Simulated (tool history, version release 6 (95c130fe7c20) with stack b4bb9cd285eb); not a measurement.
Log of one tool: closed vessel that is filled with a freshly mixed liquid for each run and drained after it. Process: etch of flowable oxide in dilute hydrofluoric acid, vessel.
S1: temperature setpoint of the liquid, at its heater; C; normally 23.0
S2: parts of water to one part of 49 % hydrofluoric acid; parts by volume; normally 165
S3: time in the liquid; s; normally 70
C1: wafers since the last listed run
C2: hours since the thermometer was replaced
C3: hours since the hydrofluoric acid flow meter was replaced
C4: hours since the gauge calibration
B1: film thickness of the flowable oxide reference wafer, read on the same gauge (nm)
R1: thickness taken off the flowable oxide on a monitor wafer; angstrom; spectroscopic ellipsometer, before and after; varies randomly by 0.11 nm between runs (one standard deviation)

run   hour    S1   S2   S3    C1      C2     C3      C4     B1     R1
  1    0.0  23.0  165   70     0  2314.8   42.4   632.8  89.99  142.1
  2   20.2  23.0  165   70  2109  2335.0   62.6   653.0  90.00  140.4
  3   52.7  23.0  165   70  3394  2367.5   95.1   685.5  90.02  139.9
  4   77.5  23.0  165   70  2590  2392.3  119.9   710.3  89.99  139.3
  5  110.5  23.0  165   70  3446  2425.3  152.9   743.3  90.01  138.7
  6  140.8  23.0  165   70  3164  2455.6  183.2   773.6  90.01  137.1
  7  154.7  23.0  150   70  1451  2469.5  197.1   787.5  90.01  155.2
  8  167.6  23.0  100   50  1347  2482.4  210.0   800.4  90.03  175.7
  9  185.7  23.0  100   50  1890  2500.5  228.1   818.5  90.03  175.1
 10  206.1  23.0  100   50  2130  2520.9  248.5   838.9  89.99  170.8
 11  225.3  23.0  165   90  2005  2540.1  267.7   858.1  90.01  173.6
 12  246.9  23.0  165   90  2255  2561.7  289.3   879.7  90.00  173.3
 13  265.3  24.5  165   50  1921  2580.1  307.7   898.1  90.01  103.0
     266.3  -- thermometer replaced
 14  297.7  24.5  165   50  3279    31.4  340.1   930.5  90.04  100.9
 15  314.4  23.0  165  100  1744    48.1  356.8   947.2  90.00  193.4
 16  340.3  21.0  235   40  2704    74.0  382.7   973.1  90.01   46.1
 17  362.2  24.5  165   70  2287    95.9  404.6   995.0  89.98  141.4
 18  396.7  23.0  150   70  3603   130.4  439.1  1029.5  90.00  147.8
     424.3  -- gauge calibrated
 19  430.7  23.0  220   85  3550   164.4  473.1     6.4  90.00  111.7
 20  446.1  25.5  165   70  1608   179.8  488.5    21.8  90.00  144.1
     461.6  -- hydrofluoric acid flow meter replaced
 21  475.4  20.0  145  110  2955   209.1   13.8    51.1  89.99  194.7
 22  499.2  23.0  165   70  2485   232.9   37.6    74.9  89.99  119.9
 23  512.4  20.5  165  100  1378   246.1   50.8    88.1  90.00  153.7
 24  541.9  24.5  165   70  3080   275.6   80.3   117.6  90.02  122.9
 25  556.0  18.5  165  110  1472   289.7   94.4   131.7  90.01  155.0
 26  569.7  23.0   85   70  1430   303.4  108.1   145.4  89.98  255.9
     593.4  -- hydrofluoric acid flow meter replaced, repeated, since the last time left the tool worse
 27  595.2  23.0  105   70  2558   328.9    1.8   170.9  89.99  242.0
 28  612.9  23.0   90   70  1848   346.6   19.5   188.6  90.01  286.2
 29  634.1  23.0  100  100  2214   367.8   40.7   209.8  89.99  356.6
 30  651.0  26.0  185   50  1764   384.7   57.6   226.7  90.00   98.2
 31  665.2  23.0  235   70  1482   398.9   71.8   240.9  89.99   90.6
 32  696.7  23.0  165   35  3289   430.4  103.3   272.4  90.01   69.3
 33  746.2  23.0  115   70  5169   479.9  152.8   321.9  89.97  210.9
 34  763.4  23.0  165   70  1796   497.1  170.0   339.1  90.00  137.0

Below are 3 alternative next runs, each starting from the tool's condition after run 34. Predict each:
  A  764.1  21.5  165  70  73  497.8  170.7  339.8   ?   ?
  B  764.1  20.0  205  80  73  497.8  170.7  339.8   ?   ?
  C  764.1  19.0  165  70  73  497.8  170.7  339.8   ?   ?

run     B1     R1
  A  90.00  130.6
  B  90.00  108.7
  C  90.00  118.4
Take away the tool's hidden state, keep each run's random variation, and the runs would have read:
run     R1
  A  135.2
  B  112.7
  C  122.6
